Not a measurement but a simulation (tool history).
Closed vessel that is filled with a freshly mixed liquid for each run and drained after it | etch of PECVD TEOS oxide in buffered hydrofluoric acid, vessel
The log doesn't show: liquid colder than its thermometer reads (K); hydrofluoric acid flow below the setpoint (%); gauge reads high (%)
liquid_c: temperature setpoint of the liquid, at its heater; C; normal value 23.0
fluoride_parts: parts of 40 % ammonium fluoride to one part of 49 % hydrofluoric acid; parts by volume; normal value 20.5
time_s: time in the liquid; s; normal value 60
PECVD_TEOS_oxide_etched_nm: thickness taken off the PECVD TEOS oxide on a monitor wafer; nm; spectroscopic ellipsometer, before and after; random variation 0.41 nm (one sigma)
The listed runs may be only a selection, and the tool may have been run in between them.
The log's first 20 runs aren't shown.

run   hour  liquid_c  fluoride_parts  time_s  wafers since the last listed run  hours since the thermometer was replaced  hours since the hydrofluoric acid flow meter was replaced  hours since the gauge calibration  read-back film thickness of the PECVD TEOS oxide reference wafer, read on the same gauge (nm)  PECVD_TEOS_oxide_etched_nm
     225.3  -- thermometer replaced
 21  227.3      21.0            20.5      60                               542                                       2.0                                                       10.8                              132.7                                                                                         100.00                       59.13
 22  236.7      23.0            20.5      60                               662                                      11.4                                                       20.2                              142.1                                                                                         100.01                       65.54
 23  245.2      19.0            23.5      45                               599                                      19.9                                                       28.7                              150.6                                                                                         100.00                       35.53
 24  260.9      27.5            20.5      75                              1106                                      35.6                                                       44.4                              166.3                                                                                         100.00                      105.37
 25  270.8      25.5            20.5      50                               698                                      45.5                                                       54.3                              176.2                                                                                          99.99                       62.69
 26  282.1      23.0            20.5      60                               796                                      56.8                                                       65.6                              187.5                                                                                         100.00                       65.33
 27  298.3      23.0            20.5      60                              1142                                      73.0                                                       81.8                              203.7                                                                                         100.01                       66.23
 28  312.7      24.5            27.0      60                              1015                                      87.4                                                       96.2                              218.1                                                                                         100.00                       58.62
 29  326.0      26.0            16.0      85                               937                                     100.7                                                      109.5                              231.4                                                                                         100.01                      138.86
 30  342.2      26.5            20.5      85                              1142                                     116.9                                                      125.7                              247.6                                                                                          99.99                      112.38
 31  354.0      23.0            22.5      60                               831                                     128.7                                                      137.5                              259.4                                                                                          99.98                       61.70
 32  360.5      26.5            13.5      90                               458                                     135.2                                                      144.0                              265.9                                                                                         100.00                      176.28
 33  374.8      27.5            20.5      60                              1008                                     149.5                                                      158.3                              280.2                                                                                          99.98                       83.00
 34  390.8      18.0            24.5      45                              1128                                     165.5                                                      174.3                              296.2                                                                                          99.99                       32.80

Forecast each of these 3 alternatives for the next run:
  A  391.5      23.0            17.0      60                                49                                     166.2                                                      175.0                              296.9                                                                                              ?                           ?
  B  391.5      20.0            20.5      95                                49                                     166.2                                                      175.0                              296.9                                                                                              ?                           ?
  C  391.5      25.5            16.5      70                                49                                     166.2                                                      175.0                              296.9                                                                                              ?                           ?

run  read-back film thickness of the PECVD TEOS oxide reference wafer, read on the same gauge (nm)  PECVD_TEOS_oxide_etched_nm
  A                                                                                         100.01                       77.77
  B                                                                                         100.01                       87.25
  C                                                                                         100.01                      107.11
What these runs would have given with no unlogged condition in the tool:
run  PECVD_TEOS_oxide_etched_nm
  A                       78.63
  B                       88.24
  C                      108.28
